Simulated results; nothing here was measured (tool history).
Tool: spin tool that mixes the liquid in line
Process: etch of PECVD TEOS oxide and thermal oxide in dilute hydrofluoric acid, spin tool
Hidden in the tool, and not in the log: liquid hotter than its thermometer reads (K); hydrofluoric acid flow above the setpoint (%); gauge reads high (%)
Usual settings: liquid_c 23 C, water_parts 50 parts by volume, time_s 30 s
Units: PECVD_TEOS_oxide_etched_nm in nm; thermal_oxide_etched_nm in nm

| run | hour | liquid_c | water_parts | time_s | wafers since the last listed run | hours since the thermometer was replaced | hours since the hydrofluoric acid flow meter was replaced | hours since the gauge calibration | read-back film thickness of the PECVD TEOS oxide reference wafer, read on the same gauge (nm) | read-back film thickness of the thermal oxide reference wafer, read on the same gauge (nm) | PECVD_TEOS_oxide_etched_nm | thermal_oxide_etched_nm |
|---|---|---|---|---|---|---|---|---|---|---|---|---|
| 1 | 0 | 19.5 | 30 | 30 | 0 | 1021.7 | 1133.5 | 459 | 150 | 69.956 | 13.27 | 4.965 |
| 2 | 26.9 | 19.5 | 30 | 30 | 270 | 1048.6 | 1160.4 | 485.9 | 150 | 69.981 | 13.12 | 4.931 |
| 3 | 59.2 | 19.5 | 30 | 30 | 324 | 1080.9 | 1192.7 | 518.2 | 150.01 | 69.987 | 13.27 | 4.983 |
| 4 | 119.2 | 23 | 50 | 30 | 603 | 1140.9 | 1252.7 | 578.2 | 149.97 | 69.969 | 9.07 | 3.381 |
| 5 | 149.1 | 24.5 | 65 | 30 | 300 | 1170.8 | 1282.6 | 608.1 | 150.02 | 69.951 | 7.3 | 2.759 |
|  | 180.6 | gauge calibrated |
| 6 | 181 | 23 | 40 | 30 | 320 | 1202.7 | 1314.5 | 0.4 | 150.01 | 69.936 | 11.37 | 4.317 |
| 7 | 272.6 | 23 | 40 | 30 | 921 | 1294.3 | 1406.1 | 92 | 149.99 | 69.996 | 11.43 | 4.391 |
| 8 | 373.7 | 23 | 35 | 30 | 1017 | 1395.4 | 1507.2 | 193.1 | 150.01 | 69.977 | 13.43 | 5.001 |
| 9 | 418.6 | 23 | 35 | 30 | 451 | 1440.3 | 1552.1 | 238 | 150 | 69.997 | 13.38 | 5.153 |
| 10 | 462.3 | 23 | 35 | 30 | 439 | 1484 | 1595.8 | 281.7 | 150.01 | 69.939 | 13.67 | 5.096 |
| 11 | 518.6 | 23 | 50 | 30 | 566 | 1540.3 | 1652.1 | 338 | 150 | 70 | 9.3 | 3.478 |
| 12 | 546.1 | 26.5 | 50 | 15 | 276 | 1567.8 | 1679.6 | 365.5 | 150.02 | 70.016 | 5.34 | 2.007 |
| 13 | 582 | 23 | 75 | 30 | 361 | 1603.7 | 1715.5 | 401.4 | 149.98 | 69.952 | 5.98 | 2.272 |
| 14 | 639 | 23 | 50 | 30 | 573 | 1660.7 | 1772.5 | 458.4 | 150.02 | 70 | 9.5 | 3.588 |
| 15 | 667 | 18.5 | 65 | 50 | 281 | 1688.7 | 1800.5 | 486.4 | 150 | 70.027 | 9.91 | 3.77 |
|  | 706.6 | thermometer replaced |
| 16 | 719.6 | 19.5 | 75 | 45 | 519 | 13 | 1853.1 | 539 | 149.96 | 69.993 | 7.37 | 2.724 |
| 17 | 777.3 | 27 | 65 | 30 | 580 | 70.7 | 1910.8 | 596.7 | 150 | 69.96 | 7.67 | 2.923 |
|  | 807.6 | hydrofluoric acid flow meter replaced |
|  | 815.9 | gauge calibrated |
| 18 | 838.9 | 26.5 | 50 | 15 | 609 | 132.3 | 31.3 | 23 | 150 | 69.982 | 4.76 | 1.767 |
| 19 | 885.5 | 18 | 65 | 20 | 468 | 178.9 | 77.9 | 69.6 | 150.02 | 70.009 | 3.34 | 1.277 |
| 20 | 941.3 | 23 | 50 | 30 | 561 | 234.7 | 133.7 | 125.4 | 150 | 70.04 | 8.36 | 3.12 |
| 21 | 1007.3 | 23 | 50 | 20 | 664 | 300.7 | 199.7 | 191.4 | 150 | 70.001 | 5.58 | 2.102 |
| 22 | 1038 | 23 | 50 | 30 | 308 | 331.4 | 230.4 | 222.1 | 150.01 | 69.961 | 8.37 | 3.154 |

What the log doesn't show, run by run:
gauge reads high (%): 0 in every run
H1: liquid hotter than its thermometer reads (K)
H2: hydrofluoric acid flow above the setpoint (%)
| run | H1 | H2 |
|---|---|---|
| 1 | 1.5 | 4.05 |
| 2 | 1.53 | 4.13 |
| 3 | 1.57 | 4.24 |
| 4 | 1.65 | 4.43 |
| 5 | 1.69 | 4.53 |
| 6 | 1.72 | 4.63 |
| 7 | 1.84 | 4.93 |
| 8 | 1.96 | 5.26 |
| 9 | 2.02 | 5.41 |
| 10 | 2.07 | 5.55 |
| 11 | 2.14 | 5.73 |
| 12 | 2.18 | 5.82 |
| 13 | 2.22 | 5.94 |
| 14 | 2.29 | 6.12 |
| 15 | 2.33 | 6.21 |
| 16 | 0.205 | 6.38 |
| 17 | 0.276 | 6.57 |
| 18 | 0.352 | 0.571 |
| 19 | 0.41 | 0.722 |
| 20 | 0.479 | 0.903 |
| 21 | 0.561 | 1.12 |
| 22 | 0.599 | 1.22 |
